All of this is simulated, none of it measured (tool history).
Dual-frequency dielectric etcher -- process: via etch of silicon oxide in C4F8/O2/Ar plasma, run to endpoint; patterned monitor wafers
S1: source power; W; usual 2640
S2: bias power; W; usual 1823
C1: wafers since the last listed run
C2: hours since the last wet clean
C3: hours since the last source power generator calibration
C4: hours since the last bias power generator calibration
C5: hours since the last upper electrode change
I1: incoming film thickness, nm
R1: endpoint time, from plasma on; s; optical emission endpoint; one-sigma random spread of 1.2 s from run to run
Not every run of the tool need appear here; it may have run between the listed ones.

run    day    S1    S2   C1     C2      C3      C4      C5      I1     R1
  1  0.000  2200  1651    0  357.5  3495.0  2383.1  3375.5  1495.4  286.7
  2  0.638  2200  1651   90  372.8  3510.3  2398.4  3390.8  1504.3  285.9
  3  1.300  2200  1651   94  388.7  3526.2  2414.3  3406.7  1484.5  282.9
  4  1.696  2640  1823   56  398.2  3535.7  2423.8  3416.2  1487.7  261.0
  5  1.992  2640  2034   42  405.3  3542.8  2430.9  3423.3  1501.3  260.3
     3.108  -- bias power generator calibrated
     3.183  -- upper electrode replaced
  6  3.204  2640  2034  138  434.4  3571.9     2.3     0.5  1491.9  256.0
     3.371  -- source power generator calibrated
  7  3.392  2640  2034    2  438.9     0.5     6.8     5.0  1499.3  256.6
  8  3.796  2980  1823   57  448.6    10.2    16.5    14.7  1506.6  252.0
     4.954  -- wet clean of the chamber
  9  4.975  2640  1823   25    0.5    38.5    44.8    43.0  1498.5  292.5
 10  4.988  3210  1640    1    0.8    38.8    45.1    43.3  1494.3  279.4

What will run 11 give?
 11  5.262  2940  1592  39  7.4  45.4  51.7  49.9  1496.1   ?

{"run 11": {"R1": 288.8}}
On a tool with no hidden condition, and with the same random variation, this run would have come out at R1 269.0 s.
